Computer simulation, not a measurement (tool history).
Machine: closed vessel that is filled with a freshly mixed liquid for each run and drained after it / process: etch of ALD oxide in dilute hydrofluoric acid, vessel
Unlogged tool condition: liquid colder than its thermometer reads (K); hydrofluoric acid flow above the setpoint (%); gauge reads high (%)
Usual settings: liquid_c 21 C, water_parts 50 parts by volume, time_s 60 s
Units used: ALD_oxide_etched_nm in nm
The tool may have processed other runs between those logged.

run,hour,liquid_c,water_parts,time_s,wafers since the last listed run,hours since the thermometer was replaced,hours since the hydrofluoric acid flow meter was replaced,hours since the gauge calibration,"read-back film thickness of the ALD oxide reference wafer, read on the same gauge (nm)",ALD_oxide_etched_nm
1,0,21,70,60,0,110.7,165.4,1065.5,119.95,11.92
2,85.2,21,50,60,11497,195.9,250.6,1150.7,120.01,16.9
3,158.2,21,50,60,9851,268.9,323.6,1223.7,119.99,16.94
4,197.2,18,50,60,5263,307.9,362.6,1262.7,120.05,15.01
5,280.4,21,50,60,11227,391.1,445.8,1345.9,120.01,16.84
6,436.4,21,50,60,21052,547.1,601.8,1501.9,120,16.97
7,490.2,21,50,60,7260,600.9,655.6,1555.7,120.04,16.61
# hour 514.9: hydrofluoric acid flow meter replaced
8,588.3,21,50,60,13103,699,73.4,1653.8,120.01,16.29
9,640.8,21,50,60,7084,751.5,125.9,1706.3,120.05,16.67
10,741.9,21,50,60,13643,852.6,227,1807.4,119.98,16.15
11,806.1,21,50,60,8663,916.8,291.2,1871.6,120,16.36
12,905.7,17,40,60,13440,1016.4,390.8,1971.2,120.01,17.29
13,994.5,17,40,60,11983,1105.2,479.6,2060,120.03,17.24
14,1066.3,20,50,60,9689,1177,551.4,2131.8,120.02,15.53
15,1128.4,20,50,60,8380,1239.1,613.5,2193.9,120,15.45
# hour 1137.5: hydrofluoric acid flow meter replaced
16,1217.4,20,50,60,11875,1328.1,79.9,2282.9,120.01,15.41
17,1255.5,21,50,60,5141,1366.2,118,2321,119.99,15.91
18,1328.3,21,50,60,9824,1439,190.8,2393.8,120.07,15.95
19,1406.8,21,50,60,10593,1517.5,269.3,2472.3,120.01,15.85
20,1511.5,21,50,60,14129,1622.2,374,2577,120.01,15.88
21,1580.3,23.5,40,60,9284,1691,442.8,2645.8,120.05,21.86
# hour 1612.6: gauge calibrated
# hour 1646.5: hydrofluoric acid flow meter replaced
22,1672.5,17,25,45,12307,1783.2,26,59.9,120.01,19.93
23,1712.6,18,40,60,5411,1823.3,66.1,100,120,17.31
24,1787.1,21,50,60,10053,1897.8,140.6,174.5,119.99,15.47
25,1842.2,20,50,60,7435,1952.9,195.7,229.6,119.99,14.84
# hour 1896.3: thermometer replaced
26,1921.8,21,50,70,10607,25.5,275.3,309.2,120.02,20.24
27,1995.8,21,50,60,9986,99.5,349.3,383.2,119.98,17.2
28,2094.1,21,35,60,13265,197.8,447.6,481.5,120,24.85
29,2149.8,22.5,65,75,7516,253.5,503.3,537.2,120,17.34
# hour 2181.6: hydrofluoric acid flow meter replaced
30,2189.3,21,40,40,5195,293,7.7,576.7,120,14.53
31,2257.3,21,40,85,9176,361,75.7,644.7,120.04,30.9
32,2306.2,25.5,40,60,6599,409.9,124.6,693.6,120.02,25.67
33,2402.2,17,60,30,12955,505.9,220.6,789.6,120.02,5.86
34,2506,21,60,60,14007,609.7,324.4,893.4,120.03,14
35,2583.7,17,40,30,10485,687.4,402.1,971.1,119.96,8.93

Predict each of these 3 candidate next runs independently; none follows another, all start after run 35:
A,2584.4,21,45,60,94,688.1,402.8,971.8,?,?
B,2584.4,17,65,30,94,688.1,402.8,971.8,?,?
C,2584.4,17,55,75,94,688.1,402.8,971.8,?,?

run,"read-back film thickness of the ALD oxide reference wafer, read on the same gauge (nm)",ALD_oxide_etched_nm
A,120.05,18.44
B,120.05,5.25
C,120.05,15.68
The same runs, with their run-to-run variation unchanged, on a tool lacking any hidden condition would have given:
run,ALD_oxide_etched_nm
A,19.33
B,5.51
C,16.47
